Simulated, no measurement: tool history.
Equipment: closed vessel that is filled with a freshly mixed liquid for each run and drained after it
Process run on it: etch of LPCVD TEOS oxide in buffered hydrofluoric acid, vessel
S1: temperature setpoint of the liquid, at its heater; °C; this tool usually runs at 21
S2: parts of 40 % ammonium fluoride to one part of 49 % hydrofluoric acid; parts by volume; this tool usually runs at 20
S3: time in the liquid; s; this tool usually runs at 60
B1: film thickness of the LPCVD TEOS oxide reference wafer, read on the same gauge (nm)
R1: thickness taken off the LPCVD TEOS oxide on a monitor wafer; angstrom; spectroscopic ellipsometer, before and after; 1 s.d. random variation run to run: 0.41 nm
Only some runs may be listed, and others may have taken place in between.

run    hour    S1    S2  S3     B1     R1
  1       0    21  24.5  60  70.04  407.1
  2    85.5    21  24.5  60     70  393.9
  3   191.4    21  24.5  60  70.02  396.6
  4   270.5    21    20  60  69.95  459.6
  5   344.1    21    20  60  70.02  455.4
  6   403.5  23.5  22.5  60  69.99  484.5
      427.9  -- hydrofluoric acid flow meter replaced
  7   481.1    21    20  60     70  490.2
      525.3  -- thermometer replaced
  8   527.6    21    20  60  69.98  458.2
      528.7  -- gauge calibrated
  9   565.3    21    20  60  70.02    455
 10   664.9    21    20  60  69.98  457.5
 11   718.4    21    20  60  70.01  461.3
 12   758.2    21    20  60  70.02  453.4
 13   859.5    21    13  35  69.96  400.1
 14   897.4    17  26.5  45  70.06  224.8
 15   997.9    21    13  35  70.01  390.6
 16  1081.5    25    26  60  70.05  462.1
 17  1147.4  25.5    23  60  70.02  517.4
 18  1234.3    21    20  60  69.97  448.7
     1269.6  -- hydrofluoric acid flow meter replaced
 19  1318.5    25    13  30  69.99    465
 20  1362.6    21    20  60  70.04  488.7
 21  1454.4    17  12.5  60  69.95  620.8
 22    1553  23.5    20  60  69.99    549
     1580.2  -- thermometer replaced
 23  1667.7    24    27  35  69.97  243.6
 24  1715.3    19    24  30  69.97  171.7

Forecast each of these 4 alternatives for the next run:
  A  1716  21  20  60   ?   ?
  B  1716  23  20  85   ?   ?
  C  1716  21  16  60   ?   ?
  D  1716  21  18  60   ?   ?

run     B1     R1
  A  69.98  438.2
  B  69.98  693.5
  C  69.98    532
  D  69.98  473.6
With no hidden state in the tool, these same runs would have given:
run     R1
  A  459.1
  B  726.7
  C  572.2
  D  509.5
